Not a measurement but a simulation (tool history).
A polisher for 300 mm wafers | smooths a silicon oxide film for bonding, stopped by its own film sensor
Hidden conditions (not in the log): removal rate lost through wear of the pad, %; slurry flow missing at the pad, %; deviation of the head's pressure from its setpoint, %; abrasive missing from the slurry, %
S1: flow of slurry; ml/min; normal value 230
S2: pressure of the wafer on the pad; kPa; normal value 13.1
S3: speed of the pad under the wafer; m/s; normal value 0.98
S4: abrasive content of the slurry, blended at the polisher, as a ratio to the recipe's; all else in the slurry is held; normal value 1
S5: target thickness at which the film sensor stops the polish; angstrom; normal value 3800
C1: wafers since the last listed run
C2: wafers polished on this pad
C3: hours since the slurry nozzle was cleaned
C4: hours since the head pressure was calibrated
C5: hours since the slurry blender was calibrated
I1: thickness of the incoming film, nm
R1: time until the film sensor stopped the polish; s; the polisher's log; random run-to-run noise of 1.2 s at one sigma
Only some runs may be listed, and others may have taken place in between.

run   hour   S1    S2    S3    S4    S5   C1    C2     C3     C4     C5     I1     R1
  1      0  230  13.1  0.98     1  3730    0   508  223.1  752.2   85.8  420.4   90.4
  2    8.4  230  13.1  0.98     1  3730   90   599  231.5  760.6   94.2  423.5   96.6
  3   17.1  275  13.1  0.98     1  3800   93   692  240.2  769.3  102.9  422.1   80.5
  4   33.5  230   9.7  0.98     1  3800  176   869  256.6  785.7  119.3    428  126.8
  5   40.2  230   9.7  0.98     1  3800   72   941  263.3  792.4    126  425.7  120.1
  6   48.2  230   9.7  0.98     1  3800   86  1028  271.3  800.4    134  414.4   93.3
      62.3  -- worn pad replaced by a new one
  7   63.6  230  13.1  0.98     1  3800  122    13  286.7  815.8  149.4  425.4   87.8
      74.9  -- slurry blender recalibrated
      79.3  -- head pressure recalibrated
  8   80.8  230  13.1  0.98     1  3800  142   155  303.9    1.5    5.9  419.3   83.7
  9   89.8  230  13.1  0.98     1  3800   97   252  312.9   10.5   14.9  422.8   95.2
 10  100.4  230  13.1  0.98     1  3800  114   367  323.5   21.1   25.5  420.5   93.5
 11  115.6  230  13.1  1.26  1.25  3880  163   531  338.7   36.3   40.7  416.6   52.1
     119.8  -- slurry blender recalibrated, repeated, since the last time left the tool worse
 12  126.8  290   9.7  0.98     1  3800   99   630  349.9   47.5      7  419.5   96.4
 13  139.3  230  13.1  0.98     1  3800  134   765  362.4     60   19.5  418.3   71.1
     146.4  -- slurry nozzle cleaned
     150.7  -- worn pad replaced by a new one
 14  152.7  230  13.1  0.98   0.8  3920   90    21    6.3   73.4   32.9  414.9   46.9
 15  164.2  230  15.9  0.98     1  3930  123   145   17.8   84.9   44.4    416   35.3
 16  176.3  230  13.1  0.98     1  3800  130   276   29.9     97   56.5  418.2   72.3
 17    184  180  13.1  0.98   1.2  3690   83   359   37.6  104.7   64.2  420.2   94.5
 18  192.7  230  13.1  0.98     1  3750   93   452   46.3  113.4   72.9  419.2   82.9

Subtracting, for every run, the result it would have given without the tool's unlogged condition from the measured result gives the following. The same run-to-run variation enters both numbers; the gauge's scatter may not:
run     R1
  1   +7.2
  2     +8
  3   +6.8
  4  +11.2
  5  +10.7
  6   +8.5
  7   +8.1
  8  +15.3
  9  +19.2
 10  +20.7
 11  +11.6
 12   +1.6
 13   +2.5
 14   +2.6
 15   +2.1
 16     +5
 17   +6.4
 18   +6.6
